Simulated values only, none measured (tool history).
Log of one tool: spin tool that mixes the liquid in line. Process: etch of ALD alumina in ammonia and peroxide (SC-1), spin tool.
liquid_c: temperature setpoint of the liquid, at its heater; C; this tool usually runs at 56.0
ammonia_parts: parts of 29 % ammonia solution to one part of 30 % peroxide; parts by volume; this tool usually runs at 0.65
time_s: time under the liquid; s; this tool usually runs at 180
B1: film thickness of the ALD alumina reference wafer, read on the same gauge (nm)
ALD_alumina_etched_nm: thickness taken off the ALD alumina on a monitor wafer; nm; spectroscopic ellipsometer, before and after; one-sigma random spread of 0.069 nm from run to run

run 1 hour=0.0 | liquid_c=56.0 ammonia_parts=0.45 time_s=180 | B1=119.99 | ALD_alumina_etched_nm=7.82
run 2 hour=14.1 | liquid_c=56.0 ammonia_parts=0.45 time_s=180 | B1=119.98 | ALD_alumina_etched_nm=7.70
run 3 hour=25.9 | liquid_c=56.0 ammonia_parts=0.45 time_s=180 | B1=120.03 | ALD_alumina_etched_nm=7.61
-- hour=42.1 new drum of ammonia solution connected
run 4 hour=43.2 | liquid_c=56.0 ammonia_parts=0.65 time_s=180 | B1=119.97 | ALD_alumina_etched_nm=7.82
run 5 hour=53.7 | liquid_c=56.0 ammonia_parts=0.65 time_s=180 | B1=120.02 | ALD_alumina_etched_nm=8.00
run 6 hour=62.7 | liquid_c=56.0 ammonia_parts=0.65 time_s=180 | B1=120.00 | ALD_alumina_etched_nm=8.03
run 7 hour=80.1 | liquid_c=56.0 ammonia_parts=0.65 time_s=180 | B1=119.97 | ALD_alumina_etched_nm=7.82
run 8 hour=86.2 | liquid_c=56.0 ammonia_parts=0.65 time_s=180 | B1=120.01 | ALD_alumina_etched_nm=7.83
run 9 hour=95.3 | liquid_c=46.5 ammonia_parts=0.65 time_s=180 | B1=119.97 | ALD_alumina_etched_nm=4.70
-- hour=104.5 heated supply line repaired
-- hour=106.5 thermometer replaced, repeated, since the last time left the tool worse
run 10 hour=107.0 | liquid_c=52.0 ammonia_parts=0.65 time_s=180 | B1=119.98 | ALD_alumina_etched_nm=7.53
-- hour=134.6 ammonia flow meter replaced
run 11 hour=153.6 | liquid_c=61.0 ammonia_parts=0.90 time_s=125 | B1=120.01 | ALD_alumina_etched_nm=8.62
run 12 hour=168.5 | liquid_c=53.5 ammonia_parts=0.40 time_s=255 | B1=119.99 | ALD_alumina_etched_nm=11.01
-- hour=179.2 gauge calibrated
run 13 hour=185.0 | liquid_c=56.0 ammonia_parts=0.65 time_s=180 | B1=119.99 | ALD_alumina_etched_nm=9.29
run 14 hour=193.2 | liquid_c=58.5 ammonia_parts=0.65 time_s=180 | B1=120.02 | ALD_alumina_etched_nm=10.52
run 15 hour=200.1 | liquid_c=51.0 ammonia_parts=0.85 time_s=180 | B1=119.97 | ALD_alumina_etched_nm=7.22
run 16 hour=216.8 | liquid_c=59.0 ammonia_parts=0.65 time_s=280 | B1=120.03 | ALD_alumina_etched_nm=16.57
run 17 hour=232.6 | liquid_c=56.0 ammonia_parts=0.90 time_s=210 | B1=120.01 | ALD_alumina_etched_nm=11.17
run 18 hour=240.0 | liquid_c=52.5 ammonia_parts=0.50 time_s=280 | B1=119.97 | ALD_alumina_etched_nm=11.47
run 19 hour=250.8 | liquid_c=59.5 ammonia_parts=0.65 time_s=150 | B1=119.99 | ALD_alumina_etched_nm=9.21
run 20 hour=258.0 | liquid_c=62.0 ammonia_parts=0.55 time_s=75 | B1=119.98 | ALD_alumina_etched_nm=5.06
run 21 hour=269.1 | liquid_c=56.0 ammonia_parts=0.65 time_s=180 | B1=120.01 | ALD_alumina_etched_nm=9.24
run 22 hour=278.7 | liquid_c=56.0 ammonia_parts=0.90 time_s=180 | B1=119.98 | ALD_alumina_etched_nm=9.48
run 23 hour=299.0 | liquid_c=53.0 ammonia_parts=0.65 time_s=125 | B1=119.98 | ALD_alumina_etched_nm=5.44
run 24 hour=305.9 | liquid_c=56.0 ammonia_parts=0.65 time_s=235 | B1=120.00 | ALD_alumina_etched_nm=11.88
run 25 hour=320.9 | liquid_c=46.5 ammonia_parts=0.80 time_s=220 | B1=120.00 | ALD_alumina_etched_nm=6.76

Below are 4 alternative next runs, each starting from the tool's condition after run 25. Predict each:
run A hour=321.4 | liquid_c=56.0 ammonia_parts=0.65 time_s=110 | B1=? | ALD_alumina_etched_nm=?
run B hour=321.4 | liquid_c=60.0 ammonia_parts=0.55 time_s=180 | B1=? | ALD_alumina_etched_nm=?
run C hour=321.4 | liquid_c=63.0 ammonia_parts=0.75 time_s=280 | B1=? | ALD_alumina_etched_nm=?
run D hour=321.4 | liquid_c=51.0 ammonia_parts=0.45 time_s=180 | B1=? | ALD_alumina_etched_nm=?

run=A B1=119.97 ALD_alumina_etched_nm=5.60
run=B B1=119.97 ALD_alumina_etched_nm=11.12
run=C B1=119.97 ALD_alumina_etched_nm=20.77
run=D B1=119.97 ALD_alumina_etched_nm=6.76
With no hidden state in the tool, these same runs would have given:
run=A ALD_alumina_etched_nm=5.76
run=B ALD_alumina_etched_nm=11.42
run=C ALD_alumina_etched_nm=21.31
run=D ALD_alumina_etched_nm=6.96
